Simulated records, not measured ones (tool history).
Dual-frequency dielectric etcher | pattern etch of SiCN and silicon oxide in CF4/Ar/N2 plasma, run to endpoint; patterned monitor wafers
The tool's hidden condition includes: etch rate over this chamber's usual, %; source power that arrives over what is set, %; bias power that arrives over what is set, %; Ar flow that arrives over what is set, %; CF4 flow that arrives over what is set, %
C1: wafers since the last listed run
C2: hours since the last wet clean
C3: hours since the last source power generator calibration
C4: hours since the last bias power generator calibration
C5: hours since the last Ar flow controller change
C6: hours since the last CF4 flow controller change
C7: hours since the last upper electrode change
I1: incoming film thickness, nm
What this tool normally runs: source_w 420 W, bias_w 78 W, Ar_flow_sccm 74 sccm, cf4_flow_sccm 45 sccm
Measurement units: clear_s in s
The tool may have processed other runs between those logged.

Run 1, day 0.000: usual settings; C1 0; C2 409.6; C3 3156.4; C4 60.7; C5 123.3; C6 113.5; C7 94.0; I1 15.68. Result: clear_s 22.1 s.
Run 2, day 0.358: usual settings; C1 99; C2 418.2; C3 3165.0; C4 69.3; C5 131.9; C6 122.1; C7 102.6; I1 15.63. Result: clear_s 21.9 s.
At day 1.279: source power generator calibrated.
At day 1.654: wet clean of the chamber.
Run 3, day 1.675: usual settings; C1 215; C2 0.5; C3 9.5; C4 100.9; C5 163.5; C6 153.7; C7 134.2; I1 15.63. Result: clear_s 22.4 s.
Run 4, day 1.688: usual settings but Ar_flow_sccm 66 sccm, cf4_flow_sccm 53 sccm; C1 3; C2 0.8; C3 9.8; C4 101.2; C5 163.8; C6 154.0; C7 134.5; I1 15.64. Result: clear_s 21.6 s.
Run 5, day 1.833: usual settings but bias_w 62 W; C1 40; C2 4.3; C3 13.3; C4 104.7; C5 167.3; C6 157.5; C7 138.0; I1 15.53. Result: clear_s 24.8 s.
Run 6, day 2.158: usual settings but source_w 510 W, bias_w 62 W; C1 89; C2 12.1; C3 21.1; C4 112.5; C5 175.1; C6 165.3; C7 145.8; I1 15.51. Result: clear_s 21.3 s.
Run 7, day 2.754: usual settings; C1 164; C2 26.4; C3 35.4; C4 126.8; C5 189.4; C6 179.6; C7 160.1; I1 15.49. Result: clear_s 22.2 s.
Run 8, day 3.138: usual settings but source_w 480 W, bias_w 90 W; C1 106; C2 35.6; C3 44.6; C4 136.0; C5 198.6; C6 188.8; C7 169.3; I1 15.53. Result: clear_s 18.8 s.
Run 9, day 3.575: usual settings but source_w 490 W, bias_w 94 W, cf4_flow_sccm 35 sccm; C1 121; C2 46.1; C3 55.1; C4 146.5; C5 209.1; C6 199.3; C7 179.8; I1 15.58. Result: clear_s 18.4 s.
Run 10, day 3.967: usual settings but source_w 340 W, bias_w 63 W, Ar_flow_sccm 60 sccm, cf4_flow_sccm 41 sccm; C1 108; C2 55.5; C3 64.5; C4 155.9; C5 218.5; C6 208.7; C7 189.2; I1 15.48. Result: clear_s 28.1 s.
Run 11, day 4.292: usual settings but bias_w 60 W, Ar_flow_sccm 61 sccm; C1 89; C2 63.3; C3 72.3; C4 163.7; C5 226.3; C6 216.5; C7 197.0; I1 15.77. Result: clear_s 24.7 s.
Run 12, day 4.562: usual settings but Ar_flow_sccm 68 sccm; C1 74; C2 69.8; C3 78.8; C4 170.2; C5 232.8; C6 223.0; C7 203.5; I1 15.65. Result: clear_s 22.1 s.
Run 13, day 5.183: usual settings but source_w 470 W, bias_w 94 W, Ar_flow_sccm 80 sccm, cf4_flow_sccm 52 sccm; C1 171; C2 84.7; C3 93.7; C4 185.1; C5 247.7; C6 237.9; C7 218.4; I1 15.65. Result: clear_s 18.7 s.
Run 14, day 5.829: usual settings but source_w 500 W, bias_w 70 W, cf4_flow_sccm 51 sccm; C1 178; C2 100.2; C3 109.2; C4 200.6; C5 263.2; C6 253.4; C7 233.9; I1 15.67. Result: clear_s 20.2 s.
Run 15, day 6.258: usual settings but bias_w 85 W, Ar_flow_sccm 82 sccm; C1 118; C2 110.5; C3 119.5; C4 210.9; C5 273.5; C6 263.7; C7 244.2; I1 15.62. Result: clear_s 21.7 s.
Run 16, day 6.879: usual settings but source_w 390 W, bias_w 97 W; C1 171; C2 125.4; C3 134.4; C4 225.8; C5 288.4; C6 278.6; C7 259.1; I1 15.61. Result: clear_s 21.3 s.
Run 17, day 7.408: usual settings but source_w 500 W, cf4_flow_sccm 37 sccm; C1 146; C2 138.1; C3 147.1; C4 238.5; C5 301.1; C6 291.3; C7 271.8; I1 15.52. Result: clear_s 19.7 s.
Run 18, day 8.021: usual settings but bias_w 82 W; C1 169; C2 152.8; C3 161.8; C4 253.2; C5 315.8; C6 306.0; C7 286.5; I1 15.51. Result: clear_s 21.5 s.
Run 19, day 8.767: usual settings but bias_w 71 W, Ar_flow_sccm 69 sccm; C1 206; C2 170.7; C3 179.7; C4 271.1; C5 333.7; C6 323.9; C7 304.4; I1 15.59. Result: clear_s 22.8 s.
Run 20, day 9.308: usual settings but source_w 470 W, bias_w 59 W, Ar_flow_sccm 85 sccm; C1 149; C2 183.7; C3 192.7; C4 284.1; C5 346.7; C6 336.9; C7 317.4; I1 15.63. Result: clear_s 23.8 s.
Run 21, day 9.704: usual settings but source_w 320 W; C1 109; C2 193.2; C3 202.2; C4 293.6; C5 356.2; C6 346.4; C7 326.9; I1 15.50. Result: clear_s 27.1 s.
Run 22, day 10.346: usual settings but cf4_flow_sccm 54 sccm; C1 177; C2 208.6; C3 217.6; C4 309.0; C5 371.6; C6 361.8; C7 342.3; I1 15.60. Result: clear_s 21.8 s.
Run 23, day 10.604: usual settings but Ar_flow_sccm 82 sccm; C1 71; C2 214.8; C3 223.8; C4 315.2; C5 377.8; C6 368.0; C7 348.5; I1 15.70. Result: clear_s 22.5 s.
Run 24, day 10.896: usual settings but source_w 500 W, bias_w 85 W, Ar_flow_sccm 56 sccm, cf4_flow_sccm 36 sccm; C1 80; C2 221.8; C3 230.8; C4 322.2; C5 384.8; C6 375.0; C7 355.5; I1 15.62. Result: clear_s 18.1 s.

What the log doesn't show, run by run:
source power that arrives over what is set, %: 0 on each run
bias power that arrives over what is set, %: 0 on each run
Ar flow that arrives over what is set, %: 0 on each run
CF4 flow that arrives over what is set, %: 0 on each run
H1: etch rate over this chamber's usual, %
run        H1
  1      1.98
  2      2.03
  3   -0.0186
  4   -0.0172
  5  0.000245
  6     0.039
  7      0.11
  8     0.156
  9     0.208
 10     0.255
 11     0.294
 12     0.326
 13       0.4
 14     0.477
 15     0.528
 16     0.602
 17     0.665
 18     0.738
 19     0.827
 20     0.892
 21     0.939
 22      1.02
 23      1.05
 24      1.08

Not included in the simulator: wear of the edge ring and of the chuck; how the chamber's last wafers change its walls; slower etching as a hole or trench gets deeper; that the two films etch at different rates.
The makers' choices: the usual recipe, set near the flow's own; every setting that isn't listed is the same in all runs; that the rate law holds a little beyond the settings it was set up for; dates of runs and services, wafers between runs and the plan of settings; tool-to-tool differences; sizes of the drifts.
